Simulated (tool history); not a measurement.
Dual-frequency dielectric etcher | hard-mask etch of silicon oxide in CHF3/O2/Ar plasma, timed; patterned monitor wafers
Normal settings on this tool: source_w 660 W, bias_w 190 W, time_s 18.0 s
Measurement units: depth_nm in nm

run,hour,source_w,bias_w,time_s,"read-back reference wafer on the same gauge, depth_nm",depth_nm
1,0.0,660,190,18.0,46.34,39.16
2,12.6,660,190,18.0,46.43,38.93
3,26.3,660,190,18.0,46.40,39.12
4,43.4,660,190,18.0,46.39,38.84
5,93.7,660,190,18.0,46.38,39.10
6,127.1,660,190,18.0,46.39,39.18
7,143.9,660,190,18.0,46.35,38.90
8,173.5,660,190,18.0,46.43,39.09
9,200.4,660,190,14.5,46.44,31.59
10,223.4,660,190,14.5,46.40,31.32
# hour 287.6: bias power generator calibrated
11,303.8,660,190,18.0,46.37,39.07
12,328.7,660,190,18.0,46.41,39.16
# hour 339.2: source power generator calibrated
13,346.0,660,190,18.0,46.42,39.03
14,369.4,660,226,18.0,46.35,41.73
# hour 400.9: upper electrode replaced
15,401.4,530,190,13.5,46.44,25.48
16,413.7,810,163,22.0,46.38,50.16
17,445.5,660,190,22.0,46.39,47.61
# hour 482.6: wet clean of the chamber
18,483.1,700,207,21.5,46.34,49.96
# hour 500.9: gauge calibrated
19,512.1,600,190,23.5,46.40,48.33
20,546.3,740,145,13.5,46.40,28.07
21,581.3,660,190,21.5,46.38,46.55
22,611.1,660,144,18.0,46.45,34.87
23,641.3,610,235,13.5,46.35,30.49
24,667.9,660,190,18.0,46.35,39.22
25,693.7,660,190,18.0,46.39,38.91
26,714.6,560,230,22.0,46.40,46.67
27,750.5,720,190,14.5,46.36,33.19
28,774.7,780,172,18.0,46.38,41.34

What if the next run were any one of these 5? Each begins from the tool's condition after run 28:
A,775.1,660,190,18.0,?,?
B,775.1,790,190,22.5,?,?
C,775.1,550,163,15.5,?,?
D,775.1,660,145,18.0,?,?
E,775.1,620,166,19.5,?,?

run,"read-back reference wafer on the same gauge, depth_nm",depth_nm
A,46.40,39.19
B,46.40,54.16
C,46.40,28.34
D,46.40,35.12
E,46.40,38.72
Without the tool's unlogged condition, the same runs would have read:
run,depth_nm
A,39.19
B,54.16
C,28.34
D,35.12
E,38.72
